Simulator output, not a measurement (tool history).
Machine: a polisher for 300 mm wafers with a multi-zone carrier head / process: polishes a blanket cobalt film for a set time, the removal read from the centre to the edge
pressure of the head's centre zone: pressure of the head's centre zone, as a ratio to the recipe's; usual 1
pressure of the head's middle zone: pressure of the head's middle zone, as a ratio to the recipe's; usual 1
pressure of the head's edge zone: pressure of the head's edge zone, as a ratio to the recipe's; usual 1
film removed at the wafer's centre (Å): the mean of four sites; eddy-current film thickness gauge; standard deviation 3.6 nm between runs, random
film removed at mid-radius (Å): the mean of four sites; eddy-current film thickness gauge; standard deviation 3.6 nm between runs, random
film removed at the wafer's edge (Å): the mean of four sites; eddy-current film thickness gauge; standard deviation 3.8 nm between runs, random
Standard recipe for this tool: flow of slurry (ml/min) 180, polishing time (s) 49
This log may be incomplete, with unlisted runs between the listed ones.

run,hour,flow of slurry (ml/min),pressure of the head's centre zone,pressure of the head's middle zone,pressure of the head's edge zone,polishing time (s),"incoming thickness of the incoming film, nm",film removed at the wafer's centre (Å),film removed at mid-radius (Å),film removed at the wafer's edge (Å)
1,0,180,1,1,1,49,1536.3,3536,3499,3457
# hour 36.8: carrier head's membrane replaced by a new one
2,52.2,180,1,1,1,49,1568.9,3525,3400,3507
3,89.2,135,1,1,1,49,1573.9,3258,3199,3289
4,146.9,180,1,1,1,49,1556.8,3463,3378,3449
5,192.9,180,1,1,1,49,1572.5,3385,3312,3357
# hour 240.4: slurry nozzle cleaned
6,276,180,1,1,1.08,49,1560.5,3520,3387,3556
# hour 293.8: worn pad replaced by a new one
7,329.5,180,1,1,1,44,1605.1,3178,3048,3076
8,398.1,180,1,1,1,44,1563.4,3091,3050,3035
9,444.5,180,1,1,1,44,1540.1,3018,3047,3105
# hour 480.7: edge zone pressure recalibrated
10,520.6,180,1.08,1,1,49,1566.9,3437,3321,3261
11,574.5,180,1,1,1,49,1568.2,3224,3223,3254
# hour 582.3: slurry nozzle cleaned
# hour 610.2: centre zone pressure recalibrated
# hour 643.3: worn pad replaced by a new one
12,643.8,180,0.9,0.96,0.92,35,1558.6,2320,2398,2433
13,747.2,180,1,1,1,49,1570.7,3528,3390,3374
14,845.3,130,1,1,1,49,1584.7,3084,2992,3211
# hour 899.5: slurry nozzle cleaned
15,923.9,180,1,1,1,49,1580.9,3489,3392,3451

Expected results for the next run?
# hour 931.6: worn pad replaced by a new one
16,980.8,180,1,0.91,1.07,39,1599.2,?,?,?

{"run 16": {"film removed at the wafer's centre (Å)": 2741, "film removed at mid-radius (Å)": 2582, "film removed at the wafer's edge (Å)": 2796}}
With no hidden state in the tool, this same run would have given film removed at the wafer's centre (Å) 2805, film removed at mid-radius (Å) 2635, film removed at the wafer's edge (Å) 2838.

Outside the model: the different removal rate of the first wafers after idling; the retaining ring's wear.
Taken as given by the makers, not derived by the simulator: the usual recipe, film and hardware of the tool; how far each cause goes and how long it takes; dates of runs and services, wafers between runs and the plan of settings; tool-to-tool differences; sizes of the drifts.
